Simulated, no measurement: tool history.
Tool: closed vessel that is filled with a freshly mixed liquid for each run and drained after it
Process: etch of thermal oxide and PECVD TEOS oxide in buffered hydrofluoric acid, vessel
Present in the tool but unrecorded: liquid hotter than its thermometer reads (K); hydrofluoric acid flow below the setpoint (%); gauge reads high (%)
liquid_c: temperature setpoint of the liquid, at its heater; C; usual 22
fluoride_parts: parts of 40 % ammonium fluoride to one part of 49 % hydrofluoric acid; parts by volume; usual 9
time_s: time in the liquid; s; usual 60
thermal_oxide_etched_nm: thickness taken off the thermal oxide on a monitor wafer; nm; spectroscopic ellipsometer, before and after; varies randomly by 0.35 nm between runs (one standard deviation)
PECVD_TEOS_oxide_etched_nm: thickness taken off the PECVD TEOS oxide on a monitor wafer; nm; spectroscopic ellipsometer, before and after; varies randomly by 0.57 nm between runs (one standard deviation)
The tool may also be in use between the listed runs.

run,hour,liquid_c,fluoride_parts,time_s,wafers since the last listed run,hours since the thermometer was replaced,hours since the hydrofluoric acid flow meter was replaced,hours since the gauge calibration,"read-back film thickness of the thermal oxide reference wafer, read on the same gauge (nm)","read-back film thickness of the PECVD TEOS oxide reference wafer, read on the same gauge (nm)",thermal_oxide_etched_nm,PECVD_TEOS_oxide_etched_nm
1,0,22,6.5,80,0,584.8,244.8,1874,70.05,140,123.29,122.86
# hour 18.9: thermometer replaced
2,88.3,22,9,60,12370,69.4,333.1,1962.3,69.98,140.01,62.52,63.05
3,145.1,22,9,60,8048,126.2,389.9,2019.1,69.98,140,62.09,63.41
4,241.6,22,9,60,13673,222.7,486.4,2115.6,69.94,140.01,62.63,62.69
5,323.5,22,9,60,11605,304.6,568.3,2197.5,70.02,139.98,62.85,62.66
6,386.5,22,9,60,8926,367.6,631.3,2260.5,70.02,140.03,62.97,64.07
7,445.5,22,9,60,8360,426.6,690.3,2319.5,69.98,139.99,63.05,64.15
# hour 447.9: hydrofluoric acid flow meter replaced
8,527.3,24.5,11,30,11449,508.4,79.4,2401.3,69.99,140,32.14,32.29
9,611.9,26,9,60,11987,593,164,2485.9,70.03,140,83.49,83.49
# hour 637.3: thermometer replaced
10,696.8,19.5,11.5,30,11888,59.5,248.9,2570.8,70.06,140.04,21.82,21.71
11,735.6,17,12.5,40,5497,98.3,287.7,2609.6,70.04,140,23.08,22.83
12,799.3,22,10,30,9026,162,351.4,2673.3,69.95,140,28.18,28.82
13,884.6,24.5,6.5,85,12086,247.3,436.7,2758.6,69.99,140.02,137.72,141.63
14,988.8,26.5,9,75,14764,351.5,540.9,2862.8,70.01,140.01,99.74,99.97
# hour 1057.9: gauge calibrated
15,1087.5,24,11,30,13985,450.2,639.6,29.6,69.99,140,28.58,28.6
16,1136,22,9,60,6872,498.7,688.1,78.1,70,139.99,61.86,63.51
17,1230.5,22,9,60,13390,593.2,782.6,172.6,69.99,140.01,62.53,62.14
# hour 1235.5: thermometer replaced
# hour 1243.9: hydrofluoric acid flow meter replaced
18,1272.5,18,9,45,5667,37,28.6,214.6,69.97,140.02,37.62,38.48
19,1314,18.5,9,40,5880,78.5,70.1,256.1,69.99,140,34.42,34.41
20,1412.8,22,6.5,80,13999,177.3,168.9,354.9,69.96,140.04,118.38,115.53
21,1505.6,18,11,60,13149,270.1,261.7,447.7,69.97,140.03,43.15,43.13
22,1601.8,22,9,90,13631,366.3,357.9,543.9,69.96,139.96,95,95.62
23,1646.3,26.5,9,60,6305,410.8,402.4,588.4,70.04,139.99,81.4,80.44
24,1722,20.5,10,80,10726,486.5,478.1,664.1,70.01,140.01,71.91,73.47
25,1763.4,18.5,8,60,5866,527.9,519.5,705.5,69.96,140.01,57.59,58.95
26,1871.1,19.5,6,60,15260,635.6,627.2,813.2,70.01,140,82.73,83.31

4 ways to go on from here, each from the tool as it stands after run 26. What would each give?
A,1871.8,22,9,85,99,636.3,627.9,813.9,?,?,?,?
B,1871.8,22,10.5,60,99,636.3,627.9,813.9,?,?,?,?
C,1871.8,26,7.5,50,99,636.3,627.9,813.9,?,?,?,?
D,1871.8,25,9,60,99,636.3,627.9,813.9,?,?,?,?

run,"read-back film thickness of the thermal oxide reference wafer, read on the same gauge (nm)","read-back film thickness of the PECVD TEOS oxide reference wafer, read on the same gauge (nm)",thermal_oxide_etched_nm,PECVD_TEOS_oxide_etched_nm
A,70,140.01,91.09,91.74
B,70,140.01,55.5,55.9
C,70,140.01,77.55,78.11
D,70,140.01,75.64,76.19
Without the tool's unlogged condition, the same runs would have read:
run,thermal_oxide_etched_nm,PECVD_TEOS_oxide_etched_nm
A,89.27,89.92
B,56.24,56.64
C,79.56,80.13
D,74.25,74.78

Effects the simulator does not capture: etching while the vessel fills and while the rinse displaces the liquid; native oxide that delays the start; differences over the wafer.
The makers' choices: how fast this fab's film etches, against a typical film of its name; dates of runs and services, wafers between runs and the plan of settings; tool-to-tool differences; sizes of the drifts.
